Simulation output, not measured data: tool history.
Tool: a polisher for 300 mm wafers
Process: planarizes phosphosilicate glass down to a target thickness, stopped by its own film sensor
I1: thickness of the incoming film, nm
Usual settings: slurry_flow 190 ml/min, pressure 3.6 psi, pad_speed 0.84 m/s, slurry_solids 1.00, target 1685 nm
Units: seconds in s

{"run": 1, "hour": 0.0, "slurry_flow": 225, "pressure": 3.6, "pad_speed": 0.84, "slurry_solids": 1.0, "target": 1839, "I1": 2335.8, "seconds": 59.6}
{"run": 2, "hour": 35.6, "slurry_flow": 190, "pressure": 3.6, "pad_speed": 0.54, "slurry_solids": 1.0, "target": 1685, "I1": 2293.8, "seconds": 88.4}
{"run": 3, "hour": 53.1, "slurry_flow": 225, "pressure": 4.1, "pad_speed": 0.84, "slurry_solids": 1.0, "target": 1685, "I1": 2245.1, "seconds": 58.5}
{"hour": 55.6, "done": "slurry blender recalibrated"}
{"run": 4, "hour": 76.3, "slurry_flow": 210, "pressure": 2.9, "pad_speed": 0.66, "slurry_solids": 1.0, "target": 1685, "I1": 2276.7, "seconds": 96.6}
{"run": 5, "hour": 107.2, "slurry_flow": 145, "pressure": 4.8, "pad_speed": 1.06, "slurry_solids": 1.0, "target": 1605, "I1": 2270.2, "seconds": 55.4}
{"hour": 114.4, "done": "worn pad replaced by a new one"}
{"run": 6, "hour": 141.9, "slurry_flow": 160, "pressure": 3.6, "pad_speed": 1.12, "slurry_solids": 1.0, "target": 1685, "I1": 2257.7, "seconds": 61.2}
{"run": 7, "hour": 154.5, "slurry_flow": 190, "pressure": 3.0, "pad_speed": 0.62, "slurry_solids": 1.3, "target": 1753, "I1": 2300.5, "seconds": 81.5}
{"run": 8, "hour": 185.8, "slurry_flow": 140, "pressure": 3.2, "pad_speed": 0.84, "slurry_solids": 1.2, "target": 1891, "I1": 2303.9, "seconds": 53.6}
{"run": 9, "hour": 219.4, "slurry_flow": 190, "pressure": 4.0, "pad_speed": 0.62, "slurry_solids": 0.7, "target": 1577, "I1": 2320.1, "seconds": 121.4}
{"run": 10, "hour": 244.0, "slurry_flow": 190, "pressure": 3.6, "pad_speed": 0.84, "slurry_solids": 1.0, "target": 1685, "I1": 2274.8, "seconds": 71.7}
{"hour": 259.9, "done": "conditioning disc replaced and pad reconditioned"}
{"run": 11, "hour": 279.9, "slurry_flow": 190, "pressure": 2.5, "pad_speed": 1.06, "slurry_solids": 1.2, "target": 1685, "I1": 2310.2, "seconds": 88.2}
{"run": 12, "hour": 308.9, "slurry_flow": 155, "pressure": 3.6, "pad_speed": 0.84, "slurry_solids": 1.0, "target": 1589, "I1": 2269.3, "seconds": 85.0}
{"run": 13, "hour": 326.2, "slurry_flow": 245, "pressure": 3.6, "pad_speed": 1.04, "slurry_solids": 1.2, "target": 1847, "I1": 2313.7, "seconds": 45.0}
{"hour": 347.5, "done": "worn pad replaced by a new one"}
{"run": 14, "hour": 355.6, "slurry_flow": 170, "pressure": 3.6, "pad_speed": 0.84, "slurry_solids": 1.0, "target": 1685, "I1": 2251.3, "seconds": 68.6}
{"run": 15, "hour": 382.3, "slurry_flow": 190, "pressure": 3.6, "pad_speed": 0.84, "slurry_solids": 1.0, "target": 1685, "I1": 2286.6, "seconds": 73.8}
{"run": 16, "hour": 399.4, "slurry_flow": 190, "pressure": 3.6, "pad_speed": 0.96, "slurry_solids": 1.15, "target": 1685, "I1": 2283.6, "seconds": 64.5}
{"run": 17, "hour": 421.6, "slurry_flow": 210, "pressure": 2.9, "pad_speed": 0.66, "slurry_solids": 1.0, "target": 1685, "I1": 2332.3, "seconds": 106.2}
{"hour": 435.7, "done": "head pressure recalibrated"}
{"run": 18, "hour": 454.8, "slurry_flow": 190, "pressure": 4.6, "pad_speed": 0.84, "slurry_solids": 1.0, "target": 1860, "I1": 2289.2, "seconds": 41.3}
{"run": 19, "hour": 473.4, "slurry_flow": 190, "pressure": 4.7, "pad_speed": 0.58, "slurry_solids": 1.0, "target": 1685, "I1": 2290.8, "seconds": 65.3}
{"run": 20, "hour": 491.4, "slurry_flow": 190, "pressure": 3.6, "pad_speed": 1.1, "slurry_solids": 1.0, "target": 1685, "I1": 2326.0, "seconds": 67.9}
{"run": 21, "hour": 506.5, "slurry_flow": 190, "pressure": 3.6, "pad_speed": 0.76, "slurry_solids": 1.0, "target": 1535, "I1": 2281.7, "seconds": 94.1}
{"hour": 509.6, "done": "slurry blender recalibrated"}
{"run": 22, "hour": 524.8, "slurry_flow": 145, "pressure": 2.5, "pad_speed": 0.74, "slurry_solids": 1.0, "target": 1527, "I1": 2257.8, "seconds": 140.7}
{"hour": 535.1, "done": "slurry nozzle cleaned"}
{"run": 23, "hour": 537.1, "slurry_flow": 190, "pressure": 3.6, "pad_speed": 0.84, "slurry_solids": 1.0, "target": 1685, "I1": 2322.6, "seconds": 76.3}
{"run": 24, "hour": 557.3, "slurry_flow": 190, "pressure": 3.6, "pad_speed": 0.84, "slurry_solids": 1.0, "target": 1685, "I1": 2305.5, "seconds": 75.8}
{"hour": 570.0, "done": "worn pad replaced by a new one"}
{"run": 25, "hour": 574.8, "slurry_flow": 215, "pressure": 2.6, "pad_speed": 1.0, "slurry_solids": 0.75, "target": 1685, "I1": 2281.5, "seconds": 109.0}
{"run": 26, "hour": 603.9, "slurry_flow": 190, "pressure": 3.6, "pad_speed": 0.84, "slurry_solids": 1.0, "target": 1685, "I1": 2283.0, "seconds": 73.0}

The tool's hidden state at each run:
removal rate lost through wear of the pad, %: 0 in every run
slurry flow missing at the pad, %: 0 in every run
deviation of the head's pressure from its setpoint, %: 0 in every run
abrasive missing from the slurry, %: 0 in every run
time polished since the conditioner stopped cutting, s: 0 in every run
